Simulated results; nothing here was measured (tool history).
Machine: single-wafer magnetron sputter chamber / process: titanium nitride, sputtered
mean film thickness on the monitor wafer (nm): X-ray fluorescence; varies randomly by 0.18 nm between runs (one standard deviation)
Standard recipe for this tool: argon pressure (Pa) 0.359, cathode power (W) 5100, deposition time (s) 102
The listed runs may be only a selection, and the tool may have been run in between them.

run,hour,argon pressure (Pa),cathode power (W),deposition time (s),"read-back reference wafer on the same gauge, thickness_nm",mean film thickness on the monitor wafer (nm)
1,0,0.359,5100,102,97.242,95.685
2,71.3,0.359,5100,102,97.142,95.058
3,127.1,0.27,5100,102,97.196,97.906
4,164.6,0.27,5100,102,97.187,98.006
5,197.9,0.359,5100,102,97.112,94.947
6,244.8,0.359,5100,102,97.193,94.572
7,306.5,0.359,5100,102,97.096,94.285
# hour 334.9: gauge calibrated
8,350.1,0.359,5100,88,97.25,81.343
9,375.2,0.359,5100,88,97.172,81.057
# hour 427.3: sputter target and shields replaced
10,427.8,0.31,5100,102,97.142,96.88
# hour 451: capacitance manometer re-zeroed and calibrated
11,470.6,0.31,5100,102,97.107,98.161
12,535.4,0.427,4250,115,97.197,89.082
13,569.2,0.359,5100,109,97.138,102.924
14,616.9,0.359,6300,102,97.255,118.936
15,641.2,0.288,5100,97,97.221,94.189
16,708.5,0.359,4300,102,97.146,81.058

Run 17 comes next. What will it give?
17,745.4,0.359,5100,102,?,?

Run 17 came out at read-back reference wafer on the same gauge, thickness_nm 97.191, mean film thickness on the monitor wafer (nm) 96.216.
Were there no unlogged condition in the tool, this run, its random variation unchanged, would have produced mean film thickness on the monitor wafer (nm) 96.48.

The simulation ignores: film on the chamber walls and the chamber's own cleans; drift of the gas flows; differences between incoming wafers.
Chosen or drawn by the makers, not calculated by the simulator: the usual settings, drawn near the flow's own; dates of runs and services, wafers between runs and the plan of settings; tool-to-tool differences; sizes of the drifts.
